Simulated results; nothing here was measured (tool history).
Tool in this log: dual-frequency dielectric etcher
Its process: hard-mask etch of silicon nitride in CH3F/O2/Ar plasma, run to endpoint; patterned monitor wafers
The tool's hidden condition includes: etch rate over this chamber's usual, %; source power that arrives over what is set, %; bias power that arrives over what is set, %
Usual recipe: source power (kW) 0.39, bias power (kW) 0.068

| run | hour | source power (kW) | bias power (kW) | wafers since the last listed run | hours since the last wet clean | hours since the last source power generator calibration | hours since the last bias power generator calibration | hours since the last upper electrode change | incoming incoming film thickness, nm | endpoint time (s) |
|---|---|---|---|---|---|---|---|---|---|---|
| 1 | 0 | 0.39 | 0.068 | 0 | 201.7 | 2394.5 | 2207.4 | 2731 | 52 | 75.8 |
| 2 | 55.1 | 0.39 | 0.068 | 445 | 256.8 | 2449.6 | 2262.5 | 2786.1 | 52.2 | 76.6 |
|  | 155 | wet clean of the chamber |
| 3 | 217 | 0.34 | 0.068 | 1115 | 62 | 2611.5 | 2424.4 | 2948 | 53 | 81.5 |
| 4 | 247.1 | 0.34 | 0.068 | 243 | 92.1 | 2641.6 | 2454.5 | 2978.1 | 52.8 | 81.4 |
| 5 | 281.8 | 0.39 | 0.063 | 280 | 126.8 | 2676.3 | 2489.2 | 3012.8 | 52.2 | 79.5 |
| 6 | 327.8 | 0.39 | 0.063 | 372 | 172.8 | 2722.3 | 2535.2 | 3058.8 | 52.5 | 80 |
| 7 | 390.9 | 0.39 | 0.063 | 510 | 235.9 | 2785.4 | 2598.3 | 3121.9 | 53 | 81.3 |
|  | 455.9 | bias power generator calibrated |
| 8 | 456.4 | 0.32 | 0.068 | 497 | 301.4 | 2850.9 | 0.5 | 3187.4 | 52.7 | 83.5 |
|  | 484.6 | source power generator calibrated |
|  | 516.5 | wet clean of the chamber |
|  | 519 | upper electrode replaced |
| 9 | 519.5 | 0.46 | 0.062 | 263 | 3 | 34.9 | 63.6 | 0.5 | 52.7 | 75.3 |
| 10 | 579.5 | 0.34 | 0.08 | 485 | 63 | 94.9 | 123.6 | 60.5 | 52.6 | 74.2 |
| 11 | 627.6 | 0.39 | 0.068 | 389 | 111.1 | 143 | 171.7 | 108.6 | 52.8 | 77.1 |
| 12 | 694.5 | 0.49 | 0.055 | 541 | 178 | 209.9 | 238.6 | 175.5 | 53.1 | 79.2 |

For run 13, what comes out?
| 13 | 742.6 | 0.42 | 0.061 | 389 | 226.1 | 258 | 286.7 | 223.6 | 52.7 | ? |

For run 13 the tool returned endpoint time (s) 79.6.
Were there no unlogged condition in the tool, this run, its random variation unchanged, would have produced endpoint time (s) 78.8.
